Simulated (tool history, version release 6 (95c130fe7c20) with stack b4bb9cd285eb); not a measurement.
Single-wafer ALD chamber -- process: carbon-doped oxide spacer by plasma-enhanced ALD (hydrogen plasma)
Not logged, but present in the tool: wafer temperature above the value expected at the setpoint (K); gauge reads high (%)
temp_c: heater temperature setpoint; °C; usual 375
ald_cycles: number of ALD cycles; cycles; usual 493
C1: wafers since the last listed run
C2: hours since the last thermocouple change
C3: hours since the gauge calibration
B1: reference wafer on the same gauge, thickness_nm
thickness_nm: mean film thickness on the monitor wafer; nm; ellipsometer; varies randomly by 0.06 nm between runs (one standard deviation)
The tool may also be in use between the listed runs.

{"run": 1, "day": 0.0, "temp_c": 375, "ald_cycles": 493, "C1": 0, "C2": 2245.4, "C3": 114.1, "B1": 27.792, "thickness_nm": 24.29}
{"run": 2, "day": 0.396, "temp_c": 375, "ald_cycles": 493, "C1": 7, "C2": 2254.9, "C3": 123.6, "B1": 27.769, "thickness_nm": 24.34}
{"run": 3, "day": 0.833, "temp_c": 375, "ald_cycles": 493, "C1": 8, "C2": 2265.4, "C3": 134.1, "B1": 27.787, "thickness_nm": 24.285}
{"run": 4, "day": 1.517, "temp_c": 375, "ald_cycles": 493, "C1": 13, "C2": 2281.8, "C3": 150.5, "B1": 27.779, "thickness_nm": 24.357}
{"run": 5, "day": 2.208, "temp_c": 375, "ald_cycles": 493, "C1": 13, "C2": 2298.4, "C3": 167.1, "B1": 27.804, "thickness_nm": 24.262}
{"run": 6, "day": 2.696, "temp_c": 375, "ald_cycles": 426, "C1": 9, "C2": 2310.1, "C3": 178.8, "B1": 27.806, "thickness_nm": 20.977}
{"run": 7, "day": 3.05, "temp_c": 375, "ald_cycles": 426, "C1": 6, "C2": 2318.6, "C3": 187.3, "B1": 27.82, "thickness_nm": 21.013}
{"run": 8, "day": 3.533, "temp_c": 375, "ald_cycles": 426, "C1": 9, "C2": 2330.2, "C3": 198.9, "B1": 27.833, "thickness_nm": 21.098}
{"run": 9, "day": 4.133, "temp_c": 375, "ald_cycles": 493, "C1": 11, "C2": 2344.6, "C3": 213.3, "B1": 27.83, "thickness_nm": 24.397}
{"run": 10, "day": 4.558, "temp_c": 375, "ald_cycles": 493, "C1": 8, "C2": 2354.8, "C3": 223.5, "B1": 27.887, "thickness_nm": 24.3}
{"run": 11, "day": 4.996, "temp_c": 375, "ald_cycles": 493, "C1": 8, "C2": 2365.3, "C3": 234.0, "B1": 27.865, "thickness_nm": 24.289}
{"run": 12, "day": 5.671, "temp_c": 379, "ald_cycles": 471, "C1": 13, "C2": 2381.5, "C3": 250.2, "B1": 27.879, "thickness_nm": 23.236}
{"run": 13, "day": 6.054, "temp_c": 379, "ald_cycles": 471, "C1": 7, "C2": 2390.7, "C3": 259.4, "B1": 27.87, "thickness_nm": 23.247}
{"run": 14, "day": 6.608, "temp_c": 375, "ald_cycles": 493, "C1": 10, "C2": 2404.0, "C3": 272.7, "B1": 27.871, "thickness_nm": 24.288}
{"run": 15, "day": 6.875, "temp_c": 375, "ald_cycles": 493, "C1": 5, "C2": 2410.4, "C3": 279.1, "B1": 27.863, "thickness_nm": 24.28}
{"run": 16, "day": 7.462, "temp_c": 375, "ald_cycles": 493, "C1": 11, "C2": 2424.5, "C3": 293.2, "B1": 27.85, "thickness_nm": 24.341}
{"run": 17, "day": 8.125, "temp_c": 375, "ald_cycles": 493, "C1": 13, "C2": 2440.4, "C3": 309.1, "B1": 27.903, "thickness_nm": 24.456}
{"run": 18, "day": 8.671, "temp_c": 370, "ald_cycles": 523, "C1": 10, "C2": 2453.5, "C3": 322.2, "B1": 27.894, "thickness_nm": 25.859}
{"run": 19, "day": 9.329, "temp_c": 360, "ald_cycles": 462, "C1": 12, "C2": 2469.3, "C3": 338.0, "B1": 27.899, "thickness_nm": 22.776}
{"run": 20, "day": 9.879, "temp_c": 363, "ald_cycles": 429, "C1": 10, "C2": 2482.5, "C3": 351.2, "B1": 27.912, "thickness_nm": 21.207}
{"run": 21, "day": 10.3, "temp_c": 387, "ald_cycles": 542, "C1": 8, "C2": 2492.6, "C3": 361.3, "B1": 27.916, "thickness_nm": 26.808}
{"run": 22, "day": 10.821, "temp_c": 375, "ald_cycles": 493, "C1": 10, "C2": 2505.1, "C3": 373.8, "B1": 27.923, "thickness_nm": 24.363}
{"run": 23, "day": 11.333, "temp_c": 360, "ald_cycles": 493, "C1": 10, "C2": 2517.4, "C3": 386.1, "B1": 27.898, "thickness_nm": 24.34}
{"run": 24, "day": 11.746, "temp_c": 375, "ald_cycles": 462, "C1": 8, "C2": 2527.3, "C3": 396.0, "B1": 27.888, "thickness_nm": 22.801}
{"run": 25, "day": 12.333, "temp_c": 375, "ald_cycles": 584, "C1": 11, "C2": 2541.4, "C3": 410.1, "B1": 27.913, "thickness_nm": 28.889}
{"day": 12.971, "done": "thermocouple changed; heater temperature recalibrated"}
{"run": 26, "day": 13.642, "temp_c": 383, "ald_cycles": 407, "C1": 19, "C2": 16.1, "C3": 441.5, "B1": 27.926, "thickness_nm": 20.143}
{"day": 13.796, "done": "gauge calibrated"}
{"run": 27, "day": 15.75, "temp_c": 375, "ald_cycles": 493, "C1": 41, "C2": 66.7, "C3": 46.9, "B1": 27.675, "thickness_nm": 24.081}
{"run": 28, "day": 16.271, "temp_c": 390, "ald_cycles": 589, "C1": 10, "C2": 79.2, "C3": 59.4, "B1": 27.705, "thickness_nm": 28.816}
{"run": 29, "day": 16.771, "temp_c": 375, "ald_cycles": 493, "C1": 9, "C2": 91.2, "C3": 71.4, "B1": 27.719, "thickness_nm": 24.245}
{"run": 30, "day": 17.233, "temp_c": 368, "ald_cycles": 395, "C1": 9, "C2": 102.3, "C3": 82.5, "B1": 27.715, "thickness_nm": 19.403}
{"run": 31, "day": 17.762, "temp_c": 360, "ald_cycles": 576, "C1": 10, "C2": 115.0, "C3": 95.2, "B1": 27.781, "thickness_nm": 28.32}
{"run": 32, "day": 18.092, "temp_c": 369, "ald_cycles": 493, "C1": 6, "C2": 122.9, "C3": 103.1, "B1": 27.751, "thickness_nm": 24.243}
{"run": 33, "day": 18.733, "temp_c": 369, "ald_cycles": 493, "C1": 12, "C2": 138.3, "C3": 118.5, "B1": 27.789, "thickness_nm": 24.349}
{"run": 34, "day": 19.388, "temp_c": 375, "ald_cycles": 493, "C1": 12, "C2": 154.0, "C3": 134.2, "B1": 27.805, "thickness_nm": 24.317}

Consider 5 possible next runs. They are alternatives, not a sequence: every one starts from the tool as it was left by run 34. What does each give?
{"run": "A", "day": 19.438, "temp_c": 375, "ald_cycles": 493, "C1": 0, "C2": 155.2, "C3": 135.4, "B1": "?", "thickness_nm": "?"}
{"run": "B", "day": 19.438, "temp_c": 371, "ald_cycles": 493, "C1": 0, "C2": 155.2, "C3": 135.4, "B1": "?", "thickness_nm": "?"}
{"run": "C", "day": 19.438, "temp_c": 370, "ald_cycles": 447, "C1": 0, "C2": 155.2, "C3": 135.4, "B1": "?", "thickness_nm": "?"}
{"run": "D", "day": 19.438, "temp_c": 371, "ald_cycles": 437, "C1": 0, "C2": 155.2, "C3": 135.4, "B1": "?", "thickness_nm": "?"}
{"run": "E", "day": 19.438, "temp_c": 381, "ald_cycles": 398, "C1": 0, "C2": 155.2, "C3": 135.4, "B1": "?", "thickness_nm": "?"}

run=A B1=27.772 thickness_nm=24.350
run=B B1=27.772 thickness_nm=24.350
run=C B1=27.772 thickness_nm=22.078
run=D B1=27.772 thickness_nm=21.584
run=E B1=27.772 thickness_nm=19.657
Stripped of hidden state, with their random variation kept, the same runs would have yielded:
run=A thickness_nm=24.186
run=B thickness_nm=24.186
run=C thickness_nm=21.929
run=D thickness_nm=21.438
run=E thickness_nm=19.525

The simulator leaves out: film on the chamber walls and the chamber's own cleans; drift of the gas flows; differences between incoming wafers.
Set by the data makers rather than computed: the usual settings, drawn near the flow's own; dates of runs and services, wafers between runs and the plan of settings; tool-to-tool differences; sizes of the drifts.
